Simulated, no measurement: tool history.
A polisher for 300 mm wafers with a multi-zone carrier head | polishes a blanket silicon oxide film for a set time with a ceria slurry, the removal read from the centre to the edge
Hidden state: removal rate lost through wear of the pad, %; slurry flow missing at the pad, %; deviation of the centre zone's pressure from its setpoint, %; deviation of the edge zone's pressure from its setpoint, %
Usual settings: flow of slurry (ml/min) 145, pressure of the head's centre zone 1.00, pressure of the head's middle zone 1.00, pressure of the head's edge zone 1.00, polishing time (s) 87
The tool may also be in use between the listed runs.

run,day,flow of slurry (ml/min),pressure of the head's centre zone,pressure of the head's middle zone,pressure of the head's edge zone,polishing time (s),wafers since the last listed run,wafers polished on this pad,hours since the slurry nozzle was cleaned,hours since the centre zone pressure was calibrated,hours since the edge zone pressure was calibrated,hours since the carrier head's membrane was replaced,"incoming thickness of the incoming film, nm",film removed at the wafer's centre (Å),film removed at mid-radius (Å),film removed at the wafer's edge (Å)
1,0.000,145,1.00,1.00,1.00,87,0,1325,279.7,697.4,1101.8,833.8,1130.8,2850,2926,2800
2,1.450,145,1.00,1.00,1.00,87,386,1711,314.5,732.2,1136.6,868.6,1121.9,2858,2825,2786
# day 2.088: worn pad replaced by a new one, of another model than before
3,2.108,145,1.00,1.00,1.00,87,130,5,330.3,748.0,1152.4,884.4,1120.5,3263,3244,3206
4,3.388,145,1.07,1.00,1.00,87,340,346,361.0,778.7,1183.1,915.1,1142.7,3240,3061,2976
5,4.888,145,1.07,1.00,1.00,87,399,745,397.0,814.7,1219.1,951.1,1103.9,3107,2895,2878
# day 6.971: edge zone pressure recalibrated
# day 7.054: carrier head's membrane replaced by a new one
6,8.958,145,1.07,1.00,1.00,87,1039,1785,494.7,912.4,47.7,45.7,1120.7,3056,2796,2790
# day 9.146: worn pad replaced by a new one
7,9.925,145,1.04,1.00,1.00,87,213,207,517.9,935.6,70.9,68.9,1116.5,3328,3276,3073
8,10.462,195,0.89,1.04,1.00,60,143,350,530.8,948.5,83.8,81.8,1122.8,2017,2339,2212
9,11.329,145,1.00,1.00,1.00,76,230,581,551.6,969.3,104.6,102.6,1132.8,2638,2687,2573
# day 11.496: centre zone pressure recalibrated
10,12.471,180,0.92,1.00,1.00,87,281,863,579.0,23.4,132.0,130.0,1122.7,2767,3057,2975
11,13.646,110,1.00,1.00,0.91,95,312,1176,607.2,51.6,160.2,158.2,1110.7,2926,2982,2854
# day 14.450: slurry nozzle cleaned
12,14.775,145,0.95,1.00,1.06,87,289,1465,7.8,78.7,187.3,185.3,1137.7,2755,2963,2894
13,15.679,145,1.00,1.00,1.00,87,240,1706,29.5,100.4,209.0,207.0,1129.6,2917,2981,2807
# day 16.254: worn pad replaced by a new one
14,16.271,145,1.00,1.00,1.00,87,113,4,43.7,114.6,223.2,221.2,1139.3,3191,3193,3185
15,17.596,145,1.05,1.00,1.00,87,352,357,75.5,146.4,255.0,253.0,1121.5,3172,3048,2959
16,20.171,145,1.00,1.00,1.00,87,685,1043,137.3,208.2,316.8,314.8,1121.9,2914,2870,2805
17,21.179,125,1.00,1.00,0.92,87,268,1312,161.5,232.4,341.0,339.0,1111.5,2745,2766,2560
# day 22.712: worn pad replaced by a new one
18,22.733,145,1.07,1.00,0.96,87,369,5,198.8,269.7,378.3,376.3,1112.4,3468,3264,3043
19,23.167,100,0.91,1.12,1.00,114,115,120,209.2,280.1,388.7,386.7,1137.8,3431,4256,3812
20,24.000,145,1.00,0.96,1.00,106,221,342,229.2,300.1,408.7,406.7,1112.9,3784,3711,3680
21,25.108,110,1.11,1.00,1.00,87,295,637,255.8,326.7,435.3,433.3,1112.9,3069,2791,2813

The same runs without the tool's hidden state, with the same run-to-run variation:
run,film removed at the wafer's centre (Å),film removed at mid-radius (Å),film removed at the wafer's edge (Å)
1,3266,3353,3209
2,3298,3259,3214
3,3314,3295,3256
4,3481,3288,3198
5,3462,3226,3206
6,3515,3216,3209
7,3458,3404,3193
8,2138,2478,2344
9,2861,2916,2791
10,3062,3383,3292
11,3278,3340,3197
12,3107,3341,3264
13,3301,3374,3177
14,3253,3256,3248
15,3428,3293,3198
16,3312,3261,3188
17,3145,3169,2933
18,3475,3271,3049
19,3515,4361,3906
20,4007,3929,3897
21,3345,3042,3067
